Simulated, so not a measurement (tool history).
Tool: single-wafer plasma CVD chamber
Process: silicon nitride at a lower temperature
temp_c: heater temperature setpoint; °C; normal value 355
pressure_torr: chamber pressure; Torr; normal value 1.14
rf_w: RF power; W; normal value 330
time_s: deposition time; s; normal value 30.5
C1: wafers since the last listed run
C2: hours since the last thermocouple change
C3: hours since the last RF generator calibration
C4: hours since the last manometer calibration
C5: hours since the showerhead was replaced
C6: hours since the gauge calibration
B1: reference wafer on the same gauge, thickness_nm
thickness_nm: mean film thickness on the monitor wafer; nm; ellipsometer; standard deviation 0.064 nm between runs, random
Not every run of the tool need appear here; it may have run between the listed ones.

Run 1, day 0.000: usual settings but temp_c 365 °C, pressure_torr 1.36 Torr; C1 0; C2 1274.7; C3 2277.6; C4 1014.0; C5 6367.5; C6 243.3; B1 26.796. Result: thickness_nm 32.010 nm.
Run 2, day 0.638: usual settings but temp_c 365 °C, pressure_torr 1.36 Torr; C1 248; C2 1290.0; C3 2292.9; C4 1029.3; C5 6382.8; C6 258.6; B1 26.791. Result: thickness_nm 32.053 nm.
Run 3, day 1.021: usual settings but pressure_torr 1.22 Torr; C1 149; C2 1299.2; C3 2302.1; C4 1038.5; C5 6392.0; C6 267.8; B1 26.777. Result: thickness_nm 31.090 nm.
Run 4, day 3.262: usual settings; C1 875; C2 1353.0; C3 2355.9; C4 1092.3; C5 6445.8; C6 321.6; B1 26.778. Result: thickness_nm 30.264 nm.
Run 5, day 3.671: usual settings; C1 159; C2 1362.8; C3 2365.7; C4 1102.1; C5 6455.6; C6 331.4; B1 26.794. Result: thickness_nm 30.329 nm.
Run 6, day 4.296: usual settings but time_s 34.4 s; C1 244; C2 1377.8; C3 2380.7; C4 1117.1; C5 6470.6; C6 346.4; B1 26.815. Result: thickness_nm 34.123 nm.
At day 4.612: gauge calibrated.
Run 7, day 4.642: usual settings but time_s 34.4 s; C1 135; C2 1386.1; C3 2389.0; C4 1125.4; C5 6478.9; C6 0.7; B1 26.799. Result: thickness_nm 34.308 nm.
Run 8, day 5.354: usual settings but time_s 34.4 s; C1 278; C2 1403.2; C3 2406.1; C4 1142.5; C5 6496.0; C6 17.8; B1 26.782. Result: thickness_nm 34.124 nm.
Run 9, day 6.029: usual settings but pressure_torr 1.01 Torr; C1 263; C2 1419.4; C3 2422.3; C4 1158.7; C5 6512.2; C6 34.0; B1 26.815. Result: thickness_nm 29.145 nm.
Run 10, day 6.696: usual settings; C1 260; C2 1435.4; C3 2438.3; C4 1174.7; C5 6528.2; C6 50.0; B1 26.792. Result: thickness_nm 30.301 nm.
At day 7.512: thermocouple changed; heater temperature recalibrated.
Run 11, day 7.533: usual settings; C1 196; C2 0.5; C3 2458.4; C4 1194.8; C5 6548.3; C6 70.1; B1 26.807. Result: thickness_nm 30.232 nm.
Run 12, day 7.683: usual settings; C1 58; C2 4.1; C3 2462.0; C4 1198.4; C5 6551.9; C6 73.7; B1 26.802. Result: thickness_nm 30.368 nm.
At day 8.442: RF generator calibrated.
Run 13, day 8.462: usual settings but temp_c 347 °C, rf_w 395 W; C1 174; C2 22.8; C3 0.5; C4 1217.1; C5 6570.6; C6 92.4; B1 26.787. Result: thickness_nm 36.469 nm.
Run 14, day 8.479: usual settings but temp_c 367 °C, pressure_torr 0.99 Torr, rf_w 355 W, time_s 27.3 s; C1 6; C2 23.2; C3 0.9; C4 1217.5; C5 6571.0; C6 92.8; B1 26.795. Result: thickness_nm 28.721 nm.
Run 15, day 8.721: usual settings; C1 94; C2 29.0; C3 6.7; C4 1223.3; C5 6576.8; C6 98.6; B1 26.792. Result: thickness_nm 32.115 nm.
Run 16, day 9.558: usual settings but temp_c 342 °C, pressure_torr 1.00 Torr, rf_w 305 W, time_s 25.8 s; C1 327; C2 49.1; C3 26.8; C4 1243.4; C5 6596.9; C6 118.7; B1 26.802. Result: thickness_nm 24.705 nm.
Run 17, day 10.250: usual settings but temp_c 340 °C, pressure_torr 0.92 Torr, rf_w 305 W, time_s 25.9 s; C1 270; C2 65.7; C3 43.4; C4 1260.0; C5 6613.5; C6 135.3; B1 26.799. Result: thickness_nm 24.085 nm.
At day 10.838: showerhead replaced, of another model than before.
Run 18, day 10.858: usual settings but temp_c 363 °C, pressure_torr 1.04 Torr; C1 107; C2 80.3; C3 58.0; C4 1274.6; C5 0.5; C6 149.9; B1 26.815. Result: thickness_nm 30.377 nm.
Run 19, day 11.204: usual settings but temp_c 350 °C, rf_w 300 W, time_s 35.0 s; C1 135; C2 88.6; C3 66.3; C4 1282.9; C5 8.8; C6 158.2; B1 26.808. Result: thickness_nm 33.705 nm.
At day 11.629: capacitance manometer re-zeroed and calibrated.
Run 20, day 11.650: usual settings but pressure_torr 1.02 Torr; C1 43; C2 99.3; C3 77.0; C4 0.5; C5 19.5; C6 168.9; B1 26.814. Result: thickness_nm 30.031 nm.
Run 21, day 11.888: usual settings but pressure_torr 1.31 Torr, rf_w 290 W, time_s 25.9 s; C1 92; C2 105.0; C3 82.7; C4 6.2; C5 25.2; C6 174.6; B1 26.804. Result: thickness_nm 25.795 nm.
Run 22, day 12.325: usual settings but temp_c 366 °C, pressure_torr 1.38 Torr, rf_w 290 W, time_s 35.0 s; C1 170; C2 115.5; C3 93.2; C4 16.7; C5 35.7; C6 185.1; B1 26.810. Result: thickness_nm 35.499 nm.
Run 23, day 12.633: usual settings; C1 120; C2 122.9; C3 100.6; C4 24.1; C5 43.1; C6 192.5; B1 26.790. Result: thickness_nm 32.039 nm.
Run 24, day 13.025: usual settings; C1 152; C2 132.3; C3 110.0; C4 33.5; C5 52.5; C6 201.9; B1 26.803. Result: thickness_nm 32.019 nm.
Run 25, day 13.458: usual settings but temp_c 347 °C, rf_w 375 W; C1 169; C2 142.7; C3 120.4; C4 43.9; C5 62.9; C6 212.3; B1 26.797. Result: thickness_nm 35.784 nm.
Run 26, day 13.796: usual settings but pressure_torr 1.38 Torr; C1 131; C2 150.8; C3 128.5; C4 52.0; C5 71.0; C6 220.4; B1 26.803. Result: thickness_nm 35.036 nm.
Run 27, day 14.471: usual settings but rf_w 375 W, time_s 34.8 s; C1 263; C2 167.0; C3 144.7; C4 68.2; C5 87.2; C6 236.6; B1 26.805. Result: thickness_nm 40.680 nm.
Run 28, day 15.171: usual settings but temp_c 359 °C, rf_w 290 W, time_s 28.9 s; C1 273; C2 183.8; C3 161.5; C4 85.0; C5 104.0; C6 253.4; B1 26.807. Result: thickness_nm 26.853 nm.
Run 29, day 15.842: usual settings but rf_w 295 W, time_s 32.4 s; C1 261; C2 199.9; C3 177.6; C4 101.1; C5 120.1; C6 269.5; B1 26.786. Result: thickness_nm 30.600 nm.

4 options for the next run, each taken on its own from the tool as it stands now. Forecast them:
Run A, day 15.858: usual settings but rf_w 290 W; C1 6; C2 200.3; C3 178.0; C4 101.5; C5 120.5; C6 269.9; B1 ?. Result: thickness_nm ?.
Run B, day 15.858: usual settings but temp_c 360 °C, pressure_torr 0.96 Torr, rf_w 370 W, time_s 35.8 s; C1 6; C2 200.3; C3 178.0; C4 101.5; C5 120.5; C6 269.9; B1 ?. Result: thickness_nm ?.
Run C, day 15.858: usual settings but temp_c 349 °C, pressure_torr 1.24 Torr, rf_w 300 W, time_s 26.6 s; C1 6; C2 200.3; C3 178.0; C4 101.5; C5 120.5; C6 269.9; B1 ?. Result: thickness_nm ?.
Run D, day 15.858: usual settings but pressure_torr 1.27 Torr, rf_w 310 W, time_s 28.7 s; C1 6; C2 200.3; C3 178.0; C4 101.5; C5 120.5; C6 269.9; B1 ?. Result: thickness_nm ?.

run      B1  thickness_nm
  A  26.796        28.260
  B  26.796        37.145
  C  26.796        26.629
  D  26.796        29.925
Take away the tool's hidden state, keep each run's random variation, and the runs would have read:
run  thickness_nm
  A        28.497
  B        37.434
  C        26.850
  D        30.169
